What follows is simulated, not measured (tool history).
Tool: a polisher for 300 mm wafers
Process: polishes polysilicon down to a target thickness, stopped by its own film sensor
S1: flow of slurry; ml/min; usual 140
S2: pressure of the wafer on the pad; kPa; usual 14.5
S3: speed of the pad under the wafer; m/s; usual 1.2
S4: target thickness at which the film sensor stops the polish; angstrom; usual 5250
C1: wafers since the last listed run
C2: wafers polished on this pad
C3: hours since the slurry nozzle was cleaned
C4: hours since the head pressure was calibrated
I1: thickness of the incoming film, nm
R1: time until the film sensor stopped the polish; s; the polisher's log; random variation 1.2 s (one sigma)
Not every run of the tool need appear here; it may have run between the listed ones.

run	hour	S1	S2	S3	S4	C1	C2	C3	C4	I1	R1
1	0	140	14.5	1.2	4740	0	53	194.4	1299.9	1239.2	96.1
2	14.1	140	14.5	1.2	5250	154	207	208.5	1314	1232.2	90.2
3	30.7	140	14.5	1.2	5250	182	390	225.1	1330.6	1249.7	93.7
# hour 34: slurry nozzle cleaned
4	40.6	140	14.5	1.2	5250	97	487	6.6	1340.5	1261.6	87.9
5	58.2	140	14.5	1.2	5950	193	681	24.2	1358.1	1261.4	81.5
6	68.2	140	14.5	1.2	5950	109	790	34.2	1368.1	1254.1	82.2
7	83.8	140	14.5	1.2	5950	171	962	49.8	1383.7	1255.4	84.4
8	94.3	125	11	1.2	5250	115	1077	60.3	1394.2	1261.8	115.4
# hour 111.8: worn pad replaced by a new one
9	112.3	125	11	1.2	5250	153	5	78.3	1412.2	1273.7	103.7
10	118	140	15.9	1.2	5250	62	67	84	1417.9	1238.3	81
11	135.3	140	15.9	1.2	5250	189	257	101.3	1435.2	1265.5	81.6
12	143.6	140	15.9	1.2	5250	91	348	109.6	1443.5	1252.5	82.6
# hour 156.3: head pressure recalibrated
13	156.8	140	14.5	1.2	5250	122	471	122.8	0.5	1244.1	88.6
14	169.6	140	14.5	1.2	5250	140	612	135.6	13.3	1258.7	94.5
15	182	140	14.5	1.2	5250	136	748	148	25.7	1232.6	91
16	188.7	140	14.5	1.2	5250	73	822	154.7	32.4	1248.2	95.4
17	196.5	140	12.4	1.2	5250	85	907	162.5	40.2	1247.9	105.7
# hour 212.4: worn pad replaced by a new one
18	212.9	140	14.5	1.44	5250	136	5	178.9	56.6	1240.9	73.5
19	225.7	140	14.5	1.56	5250	140	146	191.7	69.4	1236.2	70.6
20	233.5	175	15.9	1.54	3600	85	231	199.5	77.2	1257.9	81.9
21	250.1	140	13.1	1.2	5250	182	414	216.1	93.8	1249.5	96.8
22	258.3	140	14.5	1.2	3810	90	504	224.3	102	1277.7	117.5
23	281.1	140	14.5	1.2	4210	250	754	247.1	124.8	1252	113.3
# hour 289.3: slurry nozzle cleaned
24	289.7	140	14.5	1.58	3060	83	838	0.4	133.4	1240.2	95.4
25	302	155	11	1.2	5250	135	973	12.7	145.7	1249.4	105.4
# hour 312.1: worn pad replaced by a new one
26	312.6	115	14.5	1.2	5250	72	5	23.3	156.3	1261.1	91
27	319.6	180	12.4	1.2	7030	76	82	30.3	163.3	1270.2	70
28	332.9	140	14.5	1.2	5250	146	228	43.6	176.6	1244.2	85
29	349.5	185	18.6	1.6	3710	182	411	60.2	193.2	1269.4	71.8
30	361.6	140	14.5	1.38	5250	132	543	72.3	205.3	1253.7	82.3
31	376	140	14.5	1.2	5250	158	702	86.7	219.7	1254.1	91.2
32	387.9	140	14.5	0.78	3760	130	832	98.6	231.6	1247.5	152.2
33	402.9	165	10.3	0.94	5250	164	997	113.6	246.6	1230.3	132.1
34	415.8	160	14.5	1.48	7240	141	1139	126.5	259.5	1230.3	56.8
# hour 424.6: worn pad replaced by a new one
35	426.3	140	14.5	1.44	5250	71	18	137	270	1258.2	75.1
36	439.4	140	14.5	1.2	5250	143	162	150.1	283.1	1248	87.8

Each row is a separate what-if for the run after 36, all from the same tool condition, not one after another. Results?
A	439.9	140	19.3	1.2	5250	5	168	150.6	283.6	1252.3	?
B	439.9	140	13.1	1.34	4030	5	168	150.6	283.6	1252.3	?
C	439.9	140	14.5	0.8	4360	5	168	150.6	283.6	1252.3	?
D	439.9	140	13.1	1.2	6110	5	168	150.6	283.6	1252.3	?
E	439.9	140	14.5	1.2	6750	5	168	150.6	283.6	1252.3	?

run	R1
A	74.5
B	101.7
C	134.3
D	83.6
E	71
The same runs, with their run-to-run variation unchanged, on a tool lacking any hidden condition would have given:
run	R1
A	69.7
B	95.1
C	125.5
D	78.2
E	66.4
